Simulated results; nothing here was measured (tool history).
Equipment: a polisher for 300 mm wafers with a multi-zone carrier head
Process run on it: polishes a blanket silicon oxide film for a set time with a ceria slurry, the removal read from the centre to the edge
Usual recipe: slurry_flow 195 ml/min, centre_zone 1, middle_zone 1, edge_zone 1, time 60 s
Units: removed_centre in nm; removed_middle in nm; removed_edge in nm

run   hour  slurry_flow  centre_zone  middle_zone  edge_zone  time  wafers since the last listed run  wafers polished on this pad  hours since the slurry nozzle was cleaned  hours since the centre zone pressure was calibrated  hours since the edge zone pressure was calibrated  hours since the carrier head's membrane was replaced  incoming thickness of the incoming film, nm  removed_centre  removed_middle  removed_edge
  1      0          195            1            1          1    60                                 0                           46                                       53.4                                                321.6                                             1270.8                                                1037.2                                       1528.3           262.1           258.1         261.5
  2   15.8          195            1            1          1    60                               177                          223                                       69.2                                                337.4                                             1286.6                                                  1053                                       1510.5           253.3           247.7         265.2
  3   29.9          195            1            1          1    60                               158                          381                                       83.3                                                351.5                                             1300.7                                                1067.1                                       1490.7           261.2           252.3         266.2
  4   58.9          195            1            1       0.94    60                               325                          707                                      112.3                                                380.5                                             1329.7                                                1096.1                                       1544.2           259.9           252.3         256.7
  5   89.1          195            1            1       0.94    60                               339                         1046                                      142.5                                                410.7                                             1359.9                                                1126.3                                       1521.5           261.2           250.9         256.2
       104  -- worn pad replaced by a new one
  6  112.7          195            1            1          1    60                               220                           97                                      166.1                                                434.3                                             1383.5                                                1149.9                                       1527.4             250           245.6         250.5
     125.4  -- carrier head's membrane replaced by a new one
  7  131.1          195            1            1          1    60                               150                          248                                      184.5                                                452.7                                             1401.9                                                   5.7                                       1523.6           246.3           244.7         251.4
  8  145.4          195            1            1          1    60                               160                          408                                      198.8                                                  467                                             1416.2                                                    20                                       1503.5           244.1           239.1         247.3
     163.5  -- slurry nozzle cleaned
  9  165.8          195            1            1          1    60                               217                          626                                        2.3                                                487.4                                             1436.6                                                  40.4                                       1524.7           260.4           253.4         265.4
     197.5  -- centre zone pressure recalibrated
     200.2  -- edge zone pressure recalibrated
 10  200.7          235         0.96            1          1    60                               347                          973                                       37.2                                                  3.2                                                0.5                                                  75.3                                       1532.5             259           260.5         266.5
     211.9  -- worn pad replaced by a new one
 11  219.1          130            1            1          1    71                               161                           81                                       55.6                                                 21.6                                               18.9                                                  93.7                                       1491.1           284.3           280.3         289.4
 12  248.8          260         1.06            1          1    60                               333                          414                                       85.3                                                 51.3                                               48.6                                                 123.4                                       1523.6           284.6           262.9         264.1
 13  266.4          195            1            1          1    60                               197                          612                                      102.9                                                 68.9                                               66.2                                                   141                                       1526.9           261.3           253.5         261.8
 14  294.6          145         1.12            1          1    60                               316                          929                                      131.1                                                 97.1                                               94.4                                                 169.2                                         1511             265           240.7         252.1
 15  310.7          135            1          0.9       1.04    74                               180                         1110                                      147.2                                                113.2                                              110.5                                                 185.3                                       1550.1           283.8           260.7         307.4

Each row is a separate what-if for the run after 15, all from the same tool condition, not one after another. Results?
  A  311.1          195            1            1       0.88    60                                 4                         1114                                      147.6                                                113.6                                              110.9                                                 185.7                                       1532.5               ?               ?             ?
  B  311.1          175            1            1       1.08    50                                 4                         1114                                      147.6                                                113.6                                              110.9                                                 185.7                                       1532.5               ?               ?             ?
  C  311.1          195         1.08         1.09       0.94    65                                 4                         1114                                      147.6                                                113.6                                              110.9                                                 185.7                                       1532.5               ?               ?             ?

run  removed_centre  removed_middle  removed_edge
  A           249.2           246.2         246.8
  B             203           201.1         220.6
  C           291.9           286.8         274.1
What these runs would have given with no unlogged condition in the tool:
run  removed_centre  removed_middle  removed_edge
  A           259.9           255.5         253.7
  B           212.7           209.5         227.2
  C           304.5           297.7         281.7

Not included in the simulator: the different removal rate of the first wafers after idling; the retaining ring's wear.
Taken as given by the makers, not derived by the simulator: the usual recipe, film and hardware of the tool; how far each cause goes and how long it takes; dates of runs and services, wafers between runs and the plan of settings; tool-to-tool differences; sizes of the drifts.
